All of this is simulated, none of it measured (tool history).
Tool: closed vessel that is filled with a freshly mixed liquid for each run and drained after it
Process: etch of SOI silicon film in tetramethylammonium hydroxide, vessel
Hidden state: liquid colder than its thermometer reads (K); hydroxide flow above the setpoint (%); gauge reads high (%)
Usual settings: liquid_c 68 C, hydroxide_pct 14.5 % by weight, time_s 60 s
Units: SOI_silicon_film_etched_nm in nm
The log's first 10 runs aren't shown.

run,hour,liquid_c,hydroxide_pct,time_s,wafers since the last listed run,hours since the thermometer was replaced,hours since the hydroxide flow meter was replaced,hours since the gauge calibration,"read-back film thickness of the SOI silicon film reference wafer, read on the same gauge (nm)",SOI_silicon_film_etched_nm
11,502.9,71,14.5,60,3870,343.5,1904.7,1267.3,120.01,379.54
12,545.3,71,14.5,60,4472,385.9,1947.1,1309.7,119.98,391.88
13,600.4,68,14.5,60,5811,441.0,2002.2,1364.8,120.01,323.24
14,645.7,68,14.5,60,4777,486.3,2047.5,1410.1,119.99,320.98
15,713.6,68,13.5,75,7161,554.2,2115.4,1478.0,119.96,411.63
# hour 756.9: hydroxide flow meter replaced
16,821.7,68,18.5,60,11296,662.3,64.8,1586.1,120.03,283.58
17,845.8,60,14.5,75,2541,686.4,88.9,1610.2,120.00,243.08
18,884.1,68,11.5,45,4039,724.7,127.2,1648.5,120.01,260.58
19,921.0,68,12.5,60,3891,761.6,164.1,1685.4,120.02,329.11
20,987.6,68,14.5,60,7024,828.2,230.7,1752.0,120.02,313.43
21,1046.7,68,14.5,60,6233,887.3,289.8,1811.1,120.01,310.77
22,1087.3,61,10.5,40,4282,927.9,330.4,1851.7,119.95,158.14

Run 23 comes next. What will it give?
# hour 1096.4: hydroxide flow meter replaced, repeated, since the last time left the tool worse
23,1113.6,68,17.0,90,2668,954.2,17.2,1878.0,?,?

{"run 23": {"read-back film thickness of the SOI silicon film reference wafer, read on the same gauge (nm)": 120.01, "SOI_silicon_film_etched_nm": 462.07}}
Without the tool's hidden state the same run would have given SOI_silicon_film_etched_nm 462.97 nm.

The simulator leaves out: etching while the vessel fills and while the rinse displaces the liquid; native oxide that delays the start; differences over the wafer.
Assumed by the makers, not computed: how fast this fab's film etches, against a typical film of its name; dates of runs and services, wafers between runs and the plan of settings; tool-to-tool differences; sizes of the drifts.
